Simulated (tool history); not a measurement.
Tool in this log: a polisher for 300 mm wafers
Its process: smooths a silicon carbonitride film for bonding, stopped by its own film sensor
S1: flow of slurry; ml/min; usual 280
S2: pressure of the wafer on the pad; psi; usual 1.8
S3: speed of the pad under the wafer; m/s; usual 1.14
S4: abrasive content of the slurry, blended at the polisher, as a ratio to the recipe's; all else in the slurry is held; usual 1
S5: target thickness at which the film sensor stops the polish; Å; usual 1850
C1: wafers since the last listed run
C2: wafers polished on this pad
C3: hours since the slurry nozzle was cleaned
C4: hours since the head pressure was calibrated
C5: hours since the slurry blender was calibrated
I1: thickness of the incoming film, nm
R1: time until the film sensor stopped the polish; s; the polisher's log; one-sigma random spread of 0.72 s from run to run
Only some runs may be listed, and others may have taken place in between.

Run 1, hour 0: usual settings; C1 0; C2 466; C3 347.2; C4 967.2; C5 304.4; I1 199.1. Result: R1 58.7 s.
Run 2, hour 39.1: usual settings; C1 464; C2 931; C3 386.3; C4 1006.3; C5 343.5; I1 196.8. Result: R1 50.7 s.
Run 3, hour 48.1: usual settings; C1 106; C2 1037; C3 395.3; C4 1015.3; C5 352.5; I1 202.1. Result: R1 72.5 s.
At hour 64.2: worn pad replaced by a new one.
Run 4, hour 64.7: usual settings; C1 149; C2 5; C3 411.9; C4 1031.9; C5 369.1; I1 199.7. Result: R1 64 s.
Run 5, hour 70.3: usual settings; C1 66; C2 72; C3 417.5; C4 1037.5; C5 374.7; I1 201.2. Result: R1 69.7 s.
Run 6, hour 85.7: usual settings; C1 182; C2 255; C3 432.9; C4 1052.9; C5 390.1; I1 198.7. Result: R1 59.1 s.
Run 7, hour 103.5: usual settings but S5 1860 Å; C1 211; C2 466; C3 450.7; C4 1070.7; C5 407.9; I1 199.5. Result: R1 59.3 s.
Run 8, hour 120.4: usual settings; C1 200; C2 667; C3 467.6; C4 1087.6; C5 424.8; I1 200.2. Result: R1 67.1 s.
At hour 124.4: slurry nozzle cleaned.
Run 9, hour 135.4: usual settings; C1 166; C2 833; C3 11; C4 1102.6; C5 439.8; I1 197.6. Result: R1 55.4 s.
Run 10, hour 151.3: usual settings but S1 315 ml/min; C1 188; C2 1021; C3 26.9; C4 1118.5; C5 455.7; I1 198.4. Result: R1 57.7 s.
At hour 153.7: slurry blender recalibrated.
At hour 161.6: worn pad replaced by a new one, of another model than before.
Run 11, hour 162.1: usual settings; C1 56; C2 5; C3 37.7; C4 1129.3; C5 8.4; I1 196.8. Result: R1 45.5 s.
Run 12, hour 175.4: usual settings; C1 157; C2 163; C3 51; C4 1142.6; C5 21.7; I1 199.4. Result: R1 55.4 s.
Run 13, hour 192.6: usual settings; C1 204; C2 367; C3 68.2; C4 1159.8; C5 38.9; I1 202.1. Result: R1 67.8 s.
Run 14, hour 204.8: usual settings; C1 144; C2 512; C3 80.4; C4 1172; C5 51.1; I1 201. Result: R1 63.2 s.
Run 15, hour 219.9: usual settings; C1 179; C2 691; C3 95.5; C4 1187.1; C5 66.2; I1 201.5. Result: R1 65 s.
Run 16, hour 227.7: usual settings but S4 1.15; C1 92; C2 784; C3 103.3; C4 1194.9; C5 74; I1 199.7. Result: R1 54.8 s.
Run 17, hour 234: usual settings but S4 1.25; C1 74; C2 859; C3 109.6; C4 1201.2; C5 80.3; I1 201.9. Result: R1 60.7 s.
Run 18, hour 243.9: usual settings; C1 117; C2 976; C3 119.5; C4 1211.1; C5 90.2; I1 201.5. Result: R1 63.6 s.
At hour 253.1: worn pad replaced by a new one.
Run 19, hour 253.6: usual settings but S2 1.3 psi; C1 67; C2 5; C3 129.2; C4 1220.8; C5 99.9; I1 202.7. Result: R1 81.5 s.
At hour 257.8: head pressure recalibrated.
Run 20, hour 272: usual settings but S1 230 ml/min, S2 2.2 psi, S3 1.34 m/s, S5 1830 Å; C1 194; C2 200; C3 147.6; C4 14.2; C5 118.3; I1 203.7. Result: R1 66.5 s.
Run 21, hour 282.2: usual settings but S3 1.36 m/s; C1 121; C2 321; C3 157.8; C4 24.4; C5 128.5; I1 201.7. Result: R1 60 s.
Run 22, hour 296.4: usual settings but S3 1.5 m/s, S5 1870 Å; C1 168; C2 490; C3 172; C4 38.6; C5 142.7; I1 203.9. Result: R1 56.2 s.
Run 23, hour 303.5: usual settings but S1 180 ml/min, S2 1.5 psi, S3 0.88 m/s, S5 1890 Å; C1 84; C2 574; C3 179.1; C4 45.7; C5 149.8; I1 198.7. Result: R1 51.6 s.
Run 24, hour 321.4: usual settings but S1 210 ml/min; C1 212; C2 786; C3 197; C4 63.6; C5 167.7; I1 202.5. Result: R1 72.1 s.
Run 25, hour 333.6: usual settings but S2 1.3 psi; C1 144; C2 931; C3 209.2; C4 75.8; C5 179.9; I1 202.6. Result: R1 83.7 s.
At hour 348.6: worn pad replaced by a new one.
Run 26, hour 349.1: usual settings but S2 2.4 psi; C1 136; C2 5; C3 224.7; C4 91.3; C5 195.4; I1 197.4. Result: R1 42.7 s.
Run 27, hour 356.7: usual settings; C1 90; C2 95; C3 232.3; C4 98.9; C5 203; I1 198.7. Result: R1 55.4 s.
Run 28, hour 368: usual settings but S1 205 ml/min; C1 134; C2 229; C3 243.6; C4 110.2; C5 214.3; I1 200.1. Result: R1 63.7 s.
Run 29, hour 376.9: usual settings but S1 330 ml/min, S3 1.38 m/s; C1 105; C2 335; C3 252.5; C4 119.1; C5 223.2; I1 197.7. Result: R1 45.6 s.
Run 30, hour 385.2: usual settings but S1 340 ml/min, S2 1.5 psi, S4 1.25; C1 98; C2 433; C3 260.8; C4 127.4; C5 231.5; I1 197.9. Result: R1 51.7 s.

What if the next run were any one of these 3? Each begins from the tool's condition after run 30:
Run A, hour 385.6: usual settings; C1 4; C2 438; C3 261.2; C4 127.8; C5 231.9; I1 200.8. Result: R1 ?.
Run B, hour 385.6: usual settings but S4 0.7; C1 4; C2 438; C3 261.2; C4 127.8; C5 231.9; I1 200.8. Result: R1 ?.
Run C, hour 385.6: usual settings but S1 375 ml/min; C1 4; C2 438; C3 261.2; C4 127.8; C5 231.9; I1 200.8. Result: R1 ?.

run    R1
  A  64.6
  B    77
  C  63.2
Had the tool no hidden state, the same runs would have come out as:
run    R1
  A  59.7
  B  70.1
  C  58.4

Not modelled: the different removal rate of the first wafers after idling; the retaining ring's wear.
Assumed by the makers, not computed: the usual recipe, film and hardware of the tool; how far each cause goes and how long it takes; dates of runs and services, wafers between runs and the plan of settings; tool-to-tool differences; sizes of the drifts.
